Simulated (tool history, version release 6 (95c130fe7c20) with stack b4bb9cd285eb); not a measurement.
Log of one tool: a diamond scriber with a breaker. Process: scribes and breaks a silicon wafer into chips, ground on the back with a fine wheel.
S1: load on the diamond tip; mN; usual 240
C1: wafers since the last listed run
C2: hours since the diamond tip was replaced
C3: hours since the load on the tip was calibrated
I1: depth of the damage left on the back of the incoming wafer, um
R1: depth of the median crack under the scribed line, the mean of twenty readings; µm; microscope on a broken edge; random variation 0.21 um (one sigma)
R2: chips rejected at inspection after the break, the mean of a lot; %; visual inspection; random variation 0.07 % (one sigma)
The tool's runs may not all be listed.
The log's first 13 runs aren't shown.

run,hour,S1,C1,C2,C3,I1,R1,R2
# hour 823.5: load on the tip recalibrated
14,843.7,240,193,583.8,20.2,2.33,13.34,2.15
15,932.8,270,196,672.9,109.3,2.25,13.99,1.84
16,1013.8,240,178,753.9,190.3,1.75,13.18,1.86
17,1071.3,174,126,811.4,247.8,1.58,11.57,6.79
18,1113.3,197,92,853.4,289.8,2.72,12.01,4.57
19,1171.4,240,127,911.5,347.9,2.03,13.25,2.01
20,1266.8,195,210,1006.9,443.3,2.04,11.84,3.98
21,1360.5,275,206,1100.6,537.0,1.98,14.30,1.95
22,1404.2,176,96,1144.3,580.7,1.57,11.44,6.54
23,1441.3,240,81,1181.4,617.8,2.31,13.51,2.03
24,1499.6,240,128,1239.7,676.1,2.91,13.44,2.54
# hour 1510.0: diamond tip replaced by a new one
# hour 1548.0: load on the tip recalibrated
25,1575.1,218,157,65.1,27.1,1.54,12.90,2.03
26,1652.2,240,169,142.2,104.2,1.51,13.96,1.64
27,1939.4,281,632,429.4,391.4,1.98,15.08,2.62
28,2037.1,217,215,527.1,489.1,1.90,13.46,1.82
29,2121.0,214,184,611.0,573.0,1.61,12.94,1.84
30,2196.3,240,165,686.3,648.3,2.31,14.23,2.00
31,2236.3,263,88,726.3,688.3,2.98,14.62,3.15

Forecast each of these 5 alternatives for the next run:
A,2236.9,240,1,726.9,688.9,1.76,?,?
B,2236.9,221,1,726.9,688.9,1.76,?,?
C,2236.9,308,1,726.9,688.9,1.76,?,?
D,2236.9,294,1,726.9,688.9,1.76,?,?
E,2236.9,287,1,726.9,688.9,1.76,?,?

run,R1,R2
A,14.57,1.83
B,13.95,1.65
C,16.71,5.20
D,16.28,4.25
E,16.07,3.81
Without the tool's hidden state the same runs would have given:
run,R1,R2
A,13.98,1.65
B,13.37,1.89
C,16.03,3.74
D,15.62,3.01
E,15.41,2.70
